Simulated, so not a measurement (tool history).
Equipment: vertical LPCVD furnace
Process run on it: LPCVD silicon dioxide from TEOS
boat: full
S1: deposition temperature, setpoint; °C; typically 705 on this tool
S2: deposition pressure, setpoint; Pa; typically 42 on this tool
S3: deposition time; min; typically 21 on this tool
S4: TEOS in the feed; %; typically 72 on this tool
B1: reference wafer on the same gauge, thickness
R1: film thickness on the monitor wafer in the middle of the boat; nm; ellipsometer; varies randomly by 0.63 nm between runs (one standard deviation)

run	hour	S1	S2	S3	S4	B1	R1
1	0	711	42	21	72	176.09	199.3
2	74.9	705	42	21	72	176.06	173.16
3	142.1	705	42	21	72	176.2	172.71
4	200.4	705	42	15.5	72	176.21	128.13
5	306.9	705	42	21	66	175.89	165.12
6	365.8	705	42	21	66	176.15	166.22
7	418.1	705	42	21	66	175.86	164.75
8	480.6	705	42	21	72	176.22	172.84
9	541	705	42	21	72	175.98	173.5
10	600.1	705	42	21	72	175.84	173.56
# hour 626.2: thermocouples replaced and temperature profile calibrated
11	651.4	705	42	21	72	175.96	170.5
12	727.6	705	42	21	72	175.82	170.19
# hour 751.2: gauge calibrated
13	832.8	698	42	21	75	175.99	147.39
14	933.3	698	42	21	75	176.01	148.45
15	992.9	705	42	21	66	175.95	163.31
16	1040.4	711	38	21	72	176.12	187.86
17	1145.6	705	34	21	62	175.77	144.36
18	1215.7	710	42	21	72	175.96	191.88
19	1263.6	717	34	28.5	59	175.92	249.95
20	1306	708	42	15	76	175.84	135.02
# hour 1357: pressure gauge zeroed
21	1405.4	697	42	21	72	176.13	143.09
# hour 1493: TEOS flow controller replaced
22	1497.6	705	45.3	16.5	81	176.37	149.19
23	1596.1	701	42	21	68	175.92	153.36
24	1665.1	716	52	21	72	175.95	248.31
25	1743.8	705	42	21	72	175.85	172.43
26	1825.7	705	42	17.5	72	176.07	144.33
27	1897.3	705	42	25.5	72	175.94	209.57
28	1940	705	42	21	72	175.93	172.7

Alternative continuations, all from the tool just after run 28; predict every row:
A	1943.6	705	42	21	72	?	?
B	1943.6	705	42	21	60	?	?
C	1943.6	705	42	18	72	?	?
D	1943.6	711	52	25.5	62	?	?
E	1943.6	711	31.3	23.5	72	?	?

run	B1	R1
A	175.94	172.97
B	175.94	157.9
C	175.94	148.26
D	175.94	248.7
E	175.94	191.72
Stripped of hidden state, with their random variation kept, the same runs would have yielded:
run	R1
A	168.81
B	154.1
C	144.69
D	242.79
E	187.17
